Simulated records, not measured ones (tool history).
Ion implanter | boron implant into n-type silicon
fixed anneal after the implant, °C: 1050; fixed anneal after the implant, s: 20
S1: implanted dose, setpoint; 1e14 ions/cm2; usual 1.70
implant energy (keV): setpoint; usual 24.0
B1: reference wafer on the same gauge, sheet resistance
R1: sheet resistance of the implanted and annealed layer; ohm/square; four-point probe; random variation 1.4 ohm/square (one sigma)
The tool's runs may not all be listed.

{"run": 1, "hour": 0.0, "S1": 1.86, "implant energy (keV)": 22.0, "B1": 514.75, "R1": 449.27}
{"run": 2, "hour": 87.4, "S1": 1.7, "implant energy (keV)": 24.0, "B1": 514.53, "R1": 476.01}
{"run": 3, "hour": 189.4, "S1": 1.7, "implant energy (keV)": 24.0, "B1": 514.7, "R1": 478.36}
{"hour": 246.2, "done": "Faraday cup replaced and dose calibrated"}
{"run": 4, "hour": 483.9, "S1": 1.58, "implant energy (keV)": 24.0, "B1": 515.41, "R1": 505.6}
{"run": 5, "hour": 565.3, "S1": 1.7, "implant energy (keV)": 24.0, "B1": 515.06, "R1": 477.41}
{"run": 6, "hour": 658.1, "S1": 1.7, "implant energy (keV)": 24.0, "B1": 515.53, "R1": 477.3}
{"run": 7, "hour": 714.3, "S1": 1.7, "implant energy (keV)": 24.0, "B1": 515.07, "R1": 475.03}
{"run": 8, "hour": 782.6, "S1": 1.7, "implant energy (keV)": 24.0, "B1": 514.97, "R1": 478.18}
{"run": 9, "hour": 852.8, "S1": 1.7, "implant energy (keV)": 24.0, "B1": 515.38, "R1": 476.85}
{"run": 10, "hour": 925.8, "S1": 1.7, "implant energy (keV)": 24.0, "B1": 515.05, "R1": 476.69}
{"run": 11, "hour": 1027.4, "S1": 1.7, "implant energy (keV)": 24.0, "B1": 515.86, "R1": 479.99}
{"run": 12, "hour": 1074.4, "S1": 1.7, "implant energy (keV)": 26.0, "B1": 515.51, "R1": 471.22}
{"run": 13, "hour": 1180.3, "S1": 1.7, "implant energy (keV)": 24.0, "B1": 516.0, "R1": 479.47}
{"hour": 1240.8, "done": "Faraday cup replaced and dose calibrated"}
{"run": 14, "hour": 1277.6, "S1": 1.24, "implant energy (keV)": 21.5, "B1": 515.9, "R1": 621.23}
{"run": 15, "hour": 1392.8, "S1": 1.7, "implant energy (keV)": 24.0, "B1": 516.02, "R1": 476.71}
{"run": 16, "hour": 1446.9, "S1": 2.02, "implant energy (keV)": 18.0, "B1": 514.76, "R1": 431.7}
{"run": 17, "hour": 1518.3, "S1": 1.48, "implant energy (keV)": 24.0, "B1": 515.62, "R1": 533.24}
{"run": 18, "hour": 1611.4, "S1": 2.0, "implant energy (keV)": 22.0, "B1": 515.86, "R1": 423.72}
{"run": 19, "hour": 1672.4, "S1": 1.43, "implant energy (keV)": 18.0, "B1": 515.93, "R1": 571.33}
{"run": 20, "hour": 1762.5, "S1": 1.88, "implant energy (keV)": 17.0, "B1": 515.57, "R1": 458.12}
{"run": 21, "hour": 1824.5, "S1": 1.7, "implant energy (keV)": 20.5, "B1": 515.64, "R1": 489.27}
{"run": 22, "hour": 1893.6, "S1": 2.16, "implant energy (keV)": 26.5, "B1": 516.25, "R1": 388.72}
{"hour": 1952.0, "done": "extraction supply calibrated"}
{"run": 23, "hour": 1981.5, "S1": 1.97, "implant energy (keV)": 29.5, "B1": 516.72, "R1": 414.29}
{"hour": 2092.1, "done": "gauge calibrated"}
{"run": 24, "hour": 2181.2, "S1": 2.0, "implant energy (keV)": 24.0, "B1": 509.04, "R1": 416.55}
{"hour": 2255.7, "done": "Faraday cup replaced and dose calibrated"}
{"run": 25, "hour": 2261.7, "S1": 1.9, "implant energy (keV)": 24.0, "B1": 509.41, "R1": 430.41}
{"run": 26, "hour": 2318.0, "S1": 1.7, "implant energy (keV)": 20.5, "B1": 510.7, "R1": 484.41}
{"run": 27, "hour": 2420.4, "S1": 1.7, "implant energy (keV)": 30.0, "B1": 511.02, "R1": 458.83}
{"run": 28, "hour": 2519.0, "S1": 1.34, "implant energy (keV)": 17.0, "B1": 510.35, "R1": 601.51}
{"run": 29, "hour": 2555.6, "S1": 1.7, "implant energy (keV)": 24.0, "B1": 510.34, "R1": 473.03}
{"run": 30, "hour": 2648.5, "S1": 1.22, "implant energy (keV)": 30.5, "B1": 510.6, "R1": 587.73}
{"run": 31, "hour": 2732.3, "S1": 1.7, "implant energy (keV)": 24.0, "B1": 511.3, "R1": 471.31}
{"run": 32, "hour": 2773.0, "S1": 1.51, "implant energy (keV)": 15.5, "B1": 511.23, "R1": 553.88}
{"run": 33, "hour": 2833.7, "S1": 1.43, "implant energy (keV)": 18.0, "B1": 511.35, "R1": 565.22}
{"run": 34, "hour": 2912.4, "S1": 2.06, "implant energy (keV)": 17.0, "B1": 511.48, "R1": 423.11}
{"run": 35, "hour": 2962.9, "S1": 1.55, "implant energy (keV)": 24.0, "B1": 511.33, "R1": 507.88}
{"run": 36, "hour": 3064.7, "S1": 1.35, "implant energy (keV)": 32.0, "B1": 512.33, "R1": 543.9}
{"run": 37, "hour": 3155.0, "S1": 1.7, "implant energy (keV)": 24.0, "B1": 512.53, "R1": 474.51}

Measured less the same run without the tool's hidden state. The same run-to-run variation is in both; the gauge's scatter may not be:
The hidden state here: deviation of the true dose from the Faraday cup's reading, %; deviation of the true energy from its setpoint, %; gauge reads high (%).
run=1 R1=+4.08
run=2 R1=+4.41
run=3 R1=+4.53
run=4 R1=+5.04
run=5 R1=+4.83
run=6 R1=+4.89
run=7 R1=+4.90
run=8 R1=+4.98
run=9 R1=+5.00
run=10 R1=+5.04
run=11 R1=+5.14
run=12 R1=+5.07
run=13 R1=+5.21
run=14 R1=+6.80
run=15 R1=+5.27
run=16 R1=+4.80
run=17 R1=+5.95
run=18 R1=+4.76
run=19 R1=+6.44
run=20 R1=+5.20
run=21 R1=+5.57
run=22 R1=+4.45
run=23 R1=+4.75
run=24 R1=-0.69
run=25 R1=-0.44
run=26 R1=-0.29
run=27 R1=+0.07
run=28 R1=+0.49
run=29 R1=+0.50
run=30 R1=+0.95
run=31 R1=+1.00
run=32 R1=+1.30
run=33 R1=+1.51
run=34 R1=+1.30
run=35 R1=+1.68
run=36 R1=+2.07
run=37 R1=+1.99

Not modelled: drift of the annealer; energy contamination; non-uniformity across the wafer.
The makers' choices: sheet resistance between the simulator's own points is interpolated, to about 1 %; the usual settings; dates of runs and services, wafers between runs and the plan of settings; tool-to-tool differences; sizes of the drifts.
